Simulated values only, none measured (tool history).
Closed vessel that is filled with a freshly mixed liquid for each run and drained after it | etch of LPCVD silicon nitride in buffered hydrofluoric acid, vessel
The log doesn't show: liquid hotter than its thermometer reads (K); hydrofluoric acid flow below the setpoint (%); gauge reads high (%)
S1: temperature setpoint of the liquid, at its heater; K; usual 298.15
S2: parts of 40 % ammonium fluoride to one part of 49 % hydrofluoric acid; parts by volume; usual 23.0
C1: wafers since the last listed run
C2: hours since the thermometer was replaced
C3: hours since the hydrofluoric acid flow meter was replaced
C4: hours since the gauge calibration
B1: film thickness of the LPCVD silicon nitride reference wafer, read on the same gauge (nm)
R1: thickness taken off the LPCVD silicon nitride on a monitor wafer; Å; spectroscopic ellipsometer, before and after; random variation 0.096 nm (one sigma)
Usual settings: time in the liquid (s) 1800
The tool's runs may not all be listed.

Run 1, hour 0.0: usual settings; C1 0; C2 822.4; C3 589.1; C4 2851.2; B1 80.00. Result: R1 108.4 Å.
At hour 34.4: hydrofluoric acid flow meter replaced.
Run 2, hour 102.6: usual settings; C1 3959; C2 925.0; C3 68.2; C4 2953.8; B1 80.01. Result: R1 115.2 Å.
Run 3, hour 154.9: usual settings but time in the liquid (s) 2250; C1 2038; C2 977.3; C3 120.5; C4 3006.1; B1 80.00. Result: R1 144.1 Å.
Run 4, hour 262.2: usual settings but time in the liquid (s) 2250; C1 4181; C2 1084.6; C3 227.8; C4 3113.4; B1 79.96. Result: R1 141.9 Å.
Run 5, hour 318.6: usual settings but time in the liquid (s) 2250; C1 2197; C2 1141.0; C3 284.2; C4 3169.8; B1 80.03. Result: R1 139.1 Å.
Run 6, hour 371.6: usual settings but S1 301.65 K, time in the liquid (s) 2130; C1 2065; C2 1194.0; C3 337.2; C4 3222.8; B1 79.99. Result: R1 159.8 Å.
Run 7, hour 414.8: usual settings; C1 1683; C2 1237.2; C3 380.4; C4 3266.0; B1 80.01. Result: R1 109.6 Å.
Run 8, hour 480.8: usual settings; C1 2572; C2 1303.2; C3 446.4; C4 3332.0; B1 79.98. Result: R1 109.8 Å.
Run 9, hour 544.6: usual settings; C1 2486; C2 1367.0; C3 510.2; C4 3395.8; B1 79.98. Result: R1 110.0 Å.
Run 10, hour 631.8: usual settings; C1 3398; C2 1454.2; C3 597.4; C4 3483.0; B1 79.99. Result: R1 105.5 Å.
At hour 684.6: hydrofluoric acid flow meter replaced.
Run 11, hour 696.9: usual settings; C1 2498; C2 1519.3; C3 12.3; C4 3548.1; B1 80.01. Result: R1 115.6 Å.
Run 12, hour 794.6: usual settings; C1 3807; C2 1617.0; C3 110.0; C4 3645.8; B1 79.97. Result: R1 113.2 Å.
Run 13, hour 837.7: usual settings; C1 1679; C2 1660.1; C3 153.1; C4 3688.9; B1 80.02. Result: R1 111.5 Å.
At hour 873.1: gauge calibrated.
Run 14, hour 923.7: usual settings but time in the liquid (s) 1500; C1 3351; C2 1746.1; C3 239.1; C4 50.6; B1 80.03. Result: R1 93.5 Å.
Run 15, hour 1030.6: usual settings but S2 20.5 parts by volume, time in the liquid (s) 1375; C1 4165; C2 1853.0; C3 346.0; C4 157.5; B1 79.99. Result: R1 91.5 Å.
Run 16, hour 1126.2: usual settings; C1 3725; C2 1948.6; C3 441.6; C4 253.1; B1 80.00. Result: R1 108.9 Å.
Run 17, hour 1222.1: usual settings but time in the liquid (s) 1195; C1 3737; C2 2044.5; C3 537.5; C4 349.0; B1 79.99. Result: R1 72.5 Å.
At hour 1307.3: hydrofluoric acid flow meter replaced.
Run 18, hour 1328.9: usual settings; C1 4123; C2 2151.3; C3 21.6; C4 455.8; B1 79.98. Result: R1 116.7 Å.
Run 19, hour 1411.5: usual settings but S1 295.15 K, S2 28.5 parts by volume; C1 3218; C2 2233.9; C3 104.2; C4 538.4; B1 79.99. Result: R1 84.3 Å.
Run 20, hour 1500.1: usual settings; C1 3452; C2 2322.5; C3 192.8; C4 627.0; B1 79.99. Result: R1 114.5 Å.
Run 21, hour 1547.2: usual settings but S2 18.5 parts by volume; C1 1835; C2 2369.6; C3 239.9; C4 674.1; B1 79.98. Result: R1 132.4 Å.
Run 22, hour 1583.6: usual settings but S1 296.65 K, S2 15.0 parts by volume; C1 1418; C2 2406.0; C3 276.3; C4 710.5; B1 80.03. Result: R1 148.0 Å.
At hour 1634.3: thermometer replaced.
Run 23, hour 1667.3: usual settings; C1 3222; C2 33.0; C3 360.0; C4 794.2; B1 79.99. Result: R1 110.9 Å.
Run 24, hour 1774.9: usual settings but S1 293.15 K, S2 18.0 parts by volume, time in the liquid (s) 2350; C1 4193; C2 140.6; C3 467.6; C4 901.8; B1 80.01. Result: R1 129.2 Å.
At hour 1901.7: hydrofluoric acid flow meter replaced.
Run 25, hour 1927.2: usual settings but time in the liquid (s) 880; C1 5896; C2 292.9; C3 25.5; C4 1054.1; B1 80.01. Result: R1 57.1 Å.
Run 26, hour 1983.8: usual settings but time in the liquid (s) 2250; C1 2205; C2 349.5; C3 82.1; C4 1110.7; B1 79.98. Result: R1 144.8 Å.
Run 27, hour 2046.0: usual settings; C1 2423; C2 411.7; C3 144.3; C4 1172.9; B1 80.02. Result: R1 112.5 Å.
Run 28, hour 2363.6: usual settings but time in the liquid (s) 2255; C1 12377; C2 729.3; C3 461.9; C4 1490.5; B1 80.01. Result: R1 136.1 Å.
Run 29, hour 2401.0: usual settings but time in the liquid (s) 2205; C1 1457; C2 766.7; C3 499.3; C4 1527.9; B1 79.99. Result: R1 130.9 Å.
Run 30, hour 2482.2: usual settings but S1 299.65 K, S2 30.0 parts by volume; C1 3164; C2 847.9; C3 580.5; C4 1609.1; B1 80.00. Result: R1 92.3 Å.
Run 31, hour 2523.2: usual settings; C1 1597; C2 888.9; C3 621.5; C4 1650.1; B1 79.97. Result: R1 105.4 Å.
Run 32, hour 2581.1: usual settings but S1 302.65 K; C1 2256; C2 946.8; C3 679.4; C4 1708.0; B1 79.99. Result: R1 135.9 Å.
At hour 2584.9: hydrofluoric acid flow meter replaced.
Run 33, hour 2773.0: usual settings but S1 300.15 K, S2 17.5 parts by volume, time in the liquid (s) 1250; C1 7439; C2 1138.7; C3 188.1; C4 1899.9; B1 80.00. Result: R1 108.6 Å.

Some steps in R1 between neighbouring runs. How much of each would the tool show without its hidden state too (settings, what came in, random variation), and how much is left for the hidden state, with any gauge scatter that isn't in both results?
Run 1 -> 2: hydrofluoric acid flow meter replaced. R1 +6.8 Å: hidden state +8.7, all else -1.9.
Run 6 -> 7: S1 301.65 -> 298.15, time in the liquid (s) 2130 -> 1800. R1 -50.2 Å: hidden state +1.9, all else -52.1.
Run 24 -> 25: S1 293.15 -> 298.15, S2 18.0 -> 23.0, time in the liquid (s) 2350 -> 880, hydrofluoric acid flow meter replaced. R1 -72.1 Å: hidden state +11.2, all else -83.3.
Run 25 -> 26: time in the liquid (s) 880 -> 2250. R1 +87.7 Å: hidden state -2.5, all else +90.2.
Run 32 -> 33: S1 302.65 -> 300.15, S2 23.0 -> 17.5, time in the liquid (s) 1800 -> 1250, hydrofluoric acid flow meter replaced. R1 -27.3 Å: hidden state +10.9, all else -38.2.

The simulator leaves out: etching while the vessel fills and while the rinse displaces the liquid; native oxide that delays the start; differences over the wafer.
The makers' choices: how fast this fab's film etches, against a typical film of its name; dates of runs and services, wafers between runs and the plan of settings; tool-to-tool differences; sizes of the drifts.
